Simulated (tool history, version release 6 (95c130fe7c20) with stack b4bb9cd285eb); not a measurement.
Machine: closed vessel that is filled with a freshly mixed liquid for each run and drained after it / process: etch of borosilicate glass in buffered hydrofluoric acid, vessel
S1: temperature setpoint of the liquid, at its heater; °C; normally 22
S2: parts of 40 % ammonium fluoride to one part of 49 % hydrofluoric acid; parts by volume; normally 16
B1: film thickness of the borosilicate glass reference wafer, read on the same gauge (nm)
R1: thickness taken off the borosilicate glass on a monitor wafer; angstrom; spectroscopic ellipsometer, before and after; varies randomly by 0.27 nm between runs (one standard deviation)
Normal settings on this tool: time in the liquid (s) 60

run 1 hour=0 | S1=22 S2=16 time_in_the_liquid_(s)=60 | B1=92.96 | R1=467.6
run 2 hour=63.6 | S1=22 S2=16 time_in_the_liquid_(s)=60 | B1=93.13 | R1=470.1
run 3 hour=146 | S1=22 S2=16 time_in_the_liquid_(s)=60 | B1=93.28 | R1=466.6
run 4 hour=221.3 | S1=22 S2=16 time_in_the_liquid_(s)=60 | B1=93.41 | R1=468
run 5 hour=315.6 | S1=22 S2=16 time_in_the_liquid_(s)=60 | B1=93.54 | R1=477.7
run 6 hour=357.5 | S1=22 S2=16 time_in_the_liquid_(s)=60 | B1=93.57 | R1=470
run 7 hour=441.3 | S1=22 S2=16 time_in_the_liquid_(s)=60 | B1=93.69 | R1=473.1
run 8 hour=498.1 | S1=22 S2=16 time_in_the_liquid_(s)=60 | B1=93.77 | R1=473
run 9 hour=555.9 | S1=22 S2=16 time_in_the_liquid_(s)=60 | B1=93.83 | R1=474.5
run 10 hour=611.6 | S1=22 S2=16 time_in_the_liquid_(s)=60 | B1=93.91 | R1=473.7
run 11 hour=657 | S1=22 S2=16 time_in_the_liquid_(s)=60 | B1=93.92 | R1=468.5
run 12 hour=697.4 | S1=22 S2=16 time_in_the_liquid_(s)=60 | B1=93.96 | R1=470.6
run 13 hour=792.3 | S1=22 S2=16 time_in_the_liquid_(s)=60 | B1=94.03 | R1=470.7
run 14 hour=860.5 | S1=22 S2=16 time_in_the_liquid_(s)=60 | B1=94.08 | R1=468.1
run 15 hour=900 | S1=22 S2=16 time_in_the_liquid_(s)=60 | B1=94.14 | R1=474.6
run 16 hour=967.2 | S1=22 S2=16 time_in_the_liquid_(s)=60 | B1=94.14 | R1=474.2
run 17 hour=1022.9 | S1=18 S2=16 time_in_the_liquid_(s)=85 | B1=94.18 | R1=533.7
run 18 hour=1100.7 | S1=22 S2=16 time_in_the_liquid_(s)=60 | B1=94.22 | R1=473
run 19 hour=1146.7 | S1=22 S2=16 time_in_the_liquid_(s)=60 | B1=94.26 | R1=479.4
run 20 hour=1199.1 | S1=22 S2=16 time_in_the_liquid_(s)=90 | B1=94.23 | R1=717
run 21 hour=1235.4 | S1=17.5 S2=19.5 time_in_the_liquid_(s)=60 | B1=94.28 | R1=305.2
run 22 hour=1340.9 | S1=25.5 S2=16 time_in_the_liquid_(s)=60 | B1=94.33 | R1=575
run 23 hour=1399.6 | S1=22 S2=16 time_in_the_liquid_(s)=60 | B1=94.36 | R1=473
run 24 hour=1500.3 | S1=22 S2=16 time_in_the_liquid_(s)=85 | B1=94.37 | R1=677.9
run 25 hour=1603.3 | S1=22 S2=16 time_in_the_liquid_(s)=60 | B1=90.19 | R1=452.9
run 26 hour=1679.4 | S1=19.5 S2=22 time_in_the_liquid_(s)=60 | B1=90.65 | R1=297.5
run 27 hour=1734.4 | S1=22 S2=13 time_in_the_liquid_(s)=60 | B1=90.92 | R1=560.3
run 28 hour=1817 | S1=22 S2=16 time_in_the_liquid_(s)=60 | B1=91.34 | R1=458.2
run 29 hour=2064.4 | S1=19.5 S2=10 time_in_the_liquid_(s)=40 | B1=92.27 | R1=432.7
run 30 hour=2138 | S1=22 S2=12 time_in_the_liquid_(s)=75 | B1=92.56 | R1=783.4
run 31 hour=2197.6 | S1=22 S2=16 time_in_the_liquid_(s)=60 | B1=92.74 | R1=466.7

Taken out of this log: 3 entries between the listed runs. Where each belongs, and how the hidden state differs across it:
Between runs 24 and 25: gauge calibrated (hour 1594.3)
  gauge reads high (%): 4.87 -> 0.192
  measured less the result without the state, R1: +31.5 -> +0.9 angstrom
Between runs 25 and 26: hydrofluoric acid flow meter replaced (hour 1665)
  gauge reads high (%): 0.192 -> 0.691
  measured less the result without the state, R1: +0.9 -> +2 angstrom
Between runs 26 and 27: thermometer replaced (hour 1716.1)
  gauge reads high (%): 0.691 -> 1.02
  measured less the result without the state, R1: +2 -> +5.6 angstrom
